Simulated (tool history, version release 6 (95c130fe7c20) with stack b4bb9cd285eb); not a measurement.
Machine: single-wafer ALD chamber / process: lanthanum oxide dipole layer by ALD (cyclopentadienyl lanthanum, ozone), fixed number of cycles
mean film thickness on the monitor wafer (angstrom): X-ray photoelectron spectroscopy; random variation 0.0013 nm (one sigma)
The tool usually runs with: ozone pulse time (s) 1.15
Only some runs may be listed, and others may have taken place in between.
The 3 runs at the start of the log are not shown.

run,day,ozone pulse time (s),"read-back reference wafer on the same gauge, thickness_nm",mean film thickness on the monitor wafer (angstrom)
4,2.354,1.15,0.467,5.25
5,3.383,1.15,0.467,5.22
6,4.808,1.15,0.467,5.25
7,6.042,1.15,0.467,5.24
8,7.029,1.36,0.467,5.48
9,8.362,1.36,0.467,5.49
10,11.762,1.36,0.467,5.48
11,12.667,0.99,0.467,4.86
# day 13.658: ozone generator serviced
12,13.679,1.15,0.467,5.32
13,14.512,1.15,0.468,5.32
14,15.529,1.27,0.467,5.47
15,19.162,1.27,0.467,5.45
# day 20.133: thermocouple changed; heater temperature recalibrated
16,20.629,0.84,0.467,4.52
17,21.283,0.84,0.467,4.53
# day 21.933: showerhead replaced
18,22.667,0.81,0.467,4.39
19,23.4,1.28,0.467,5.46
20,24.817,1.15,0.467,5.25
21,25.608,1.32,0.467,5.48
# day 25.746: gauge calibrated
22,26.346,1.37,0.467,5.54
23,27.45,0.89,0.467,4.64
24,28.125,1.49,0.467,5.66
25,30.525,0.69,0.467,3.81
26,31.412,1.51,0.467,5.64

Expected results for the next run?
27,32.708,1.29,?,?

{"run 27": {"read-back reference wafer on the same gauge, thickness_nm": 0.467, "mean film thickness on the monitor wafer (angstrom)": 5.43}}
Minus the tool's unlogged condition, the same run would have read mean film thickness on the monitor wafer (angstrom) 5.5.
